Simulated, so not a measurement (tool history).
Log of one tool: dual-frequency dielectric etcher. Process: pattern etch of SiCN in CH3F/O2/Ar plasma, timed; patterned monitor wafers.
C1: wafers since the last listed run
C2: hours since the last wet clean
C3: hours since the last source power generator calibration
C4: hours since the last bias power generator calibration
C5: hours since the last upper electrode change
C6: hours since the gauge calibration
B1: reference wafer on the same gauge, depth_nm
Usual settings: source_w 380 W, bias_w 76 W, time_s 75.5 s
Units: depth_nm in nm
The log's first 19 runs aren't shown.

Run 20, hour 438.5: usual settings; C1 485; C2 387.4; C3 156.5; C4 321.5; C5 236.2; C6 675.1; B1 25.78. Result: depth_nm 29.92 nm.
At hour 442.4: gauge calibrated.
Run 21, hour 464.5: usual settings; C1 362; C2 413.4; C3 182.5; C4 347.5; C5 262.2; C6 22.1; B1 25.79. Result: depth_nm 29.60 nm.
At hour 552.6: wet clean of the chamber.
Run 22, hour 553.1: usual settings but bias_w 83 W, time_s 93.5 s; C1 900; C2 0.5; C3 271.1; C4 436.1; C5 350.8; C6 110.7; B1 25.78. Result: depth_nm 39.51 nm.
Run 23, hour 553.4: usual settings but source_w 470 W, bias_w 70 W, time_s 93.0 s; C1 4; C2 0.8; C3 271.4; C4 436.4; C5 351.1; C6 111.0; B1 25.81. Result: depth_nm 42.65 nm.
Run 24, hour 571.5: usual settings but source_w 450 W, bias_w 84 W; C1 252; C2 18.9; C3 289.5; C4 454.5; C5 369.2; C6 129.1; B1 25.85. Result: depth_nm 35.26 nm.
Run 25, hour 603.9: usual settings but source_w 310 W, bias_w 94 W, time_s 81.5 s; C1 451; C2 51.3; C3 321.9; C4 486.9; C5 401.6; C6 161.5; B1 25.76. Result: depth_nm 30.27 nm.
Run 26, hour 637.9: usual settings but source_w 440 W, time_s 64.5 s; C1 474; C2 85.3; C3 355.9; C4 520.9; C5 435.6; C6 195.5; B1 25.83. Result: depth_nm 28.89 nm.
Run 27, hour 659.0: usual settings but bias_w 83 W, time_s 86.5 s; C1 294; C2 106.4; C3 377.0; C4 542.0; C5 456.7; C6 216.6; B1 25.80. Result: depth_nm 35.89 nm.
Run 28, hour 690.9: usual settings; C1 444; C2 138.3; C3 408.9; C4 573.9; C5 488.6; C6 248.5; B1 25.74. Result: depth_nm 30.63 nm.

Run 29 comes next. What will it give?
Run 29, hour 709.1: usual settings but time_s 58.0 s; C1 253; C2 156.5; C3 427.1; C4 592.1; C5 506.8; C6 266.7; B1 ?. Result: depth_nm ?.

B1: 25.79
depth_nm: 23.16 nm
Without the tool's hidden state the same run would have given depth_nm 23.41 nm.
